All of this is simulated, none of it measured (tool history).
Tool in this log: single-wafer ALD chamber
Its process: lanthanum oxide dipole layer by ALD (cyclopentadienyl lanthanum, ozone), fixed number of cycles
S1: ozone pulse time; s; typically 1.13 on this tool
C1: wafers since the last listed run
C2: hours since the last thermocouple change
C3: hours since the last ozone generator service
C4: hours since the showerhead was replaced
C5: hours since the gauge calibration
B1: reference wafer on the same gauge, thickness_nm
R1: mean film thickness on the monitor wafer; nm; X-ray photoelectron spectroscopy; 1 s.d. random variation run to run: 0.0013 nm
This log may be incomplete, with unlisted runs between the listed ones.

run 1 hour=0.0 | S1=1.34 | C1=0 C2=498.8 C3=571.1 C4=5646.0 C5=306.9 | B1=0.483 | R1=0.548
run 2 hour=44.7 | S1=1.34 | C1=1088 C2=543.5 C3=615.8 C4=5690.7 C5=351.6 | B1=0.483 | R1=0.549
run 3 hour=96.4 | S1=1.13 | C1=1259 C2=595.2 C3=667.5 C4=5742.4 C5=403.3 | B1=0.483 | R1=0.529
run 4 hour=170.7 | S1=1.13 | C1=1810 C2=669.5 C3=741.8 C4=5816.7 C5=477.6 | B1=0.483 | R1=0.530
run 5 hour=233.6 | S1=1.13 | C1=1532 C2=732.4 C3=804.7 C4=5879.6 C5=540.5 | B1=0.483 | R1=0.527
run 6 hour=287.7 | S1=1.13 | C1=1317 C2=786.5 C3=858.8 C4=5933.7 C5=594.6 | B1=0.483 | R1=0.527
-- hour=331.4 thermocouple changed; heater temperature recalibrated
run 7 hour=377.5 | S1=1.13 | C1=1992 C2=46.1 C3=948.6 C4=6023.5 C5=684.4 | B1=0.483 | R1=0.526
run 8 hour=435.9 | S1=1.13 | C1=1422 C2=104.5 C3=1007.0 C4=6081.9 C5=742.8 | B1=0.483 | R1=0.526
run 9 hour=482.3 | S1=1.22 | C1=1130 C2=150.9 C3=1053.4 C4=6128.3 C5=789.2 | B1=0.483 | R1=0.534
run 10 hour=540.7 | S1=1.22 | C1=1422 C2=209.3 C3=1111.8 C4=6186.7 C5=847.6 | B1=0.483 | R1=0.533
run 11 hour=630.4 | S1=1.22 | C1=2185 C2=299.0 C3=1201.5 C4=6276.4 C5=937.3 | B1=0.483 | R1=0.531
run 12 hour=697.5 | S1=1.48 | C1=1634 C2=366.1 C3=1268.6 C4=6343.5 C5=1004.4 | B1=0.483 | R1=0.552
run 13 hour=758.6 | S1=1.48 | C1=1488 C2=427.2 C3=1329.7 C4=6404.6 C5=1065.5 | B1=0.483 | R1=0.554
run 14 hour=827.4 | S1=1.13 | C1=1676 C2=496.0 C3=1398.5 C4=6473.4 C5=1134.3 | B1=0.483 | R1=0.524

What does the tool deliver on the next run?
run 15 hour=882.6 | S1=1.13 | C1=1344 C2=551.2 C3=1453.7 C4=6528.6 C5=1189.5 | B1=? | R1=?

B1: 0.483
R1: 0.521 nm
Were there no unlogged condition in the tool, this run, its random variation unchanged, would have produced R1 0.534 nm.

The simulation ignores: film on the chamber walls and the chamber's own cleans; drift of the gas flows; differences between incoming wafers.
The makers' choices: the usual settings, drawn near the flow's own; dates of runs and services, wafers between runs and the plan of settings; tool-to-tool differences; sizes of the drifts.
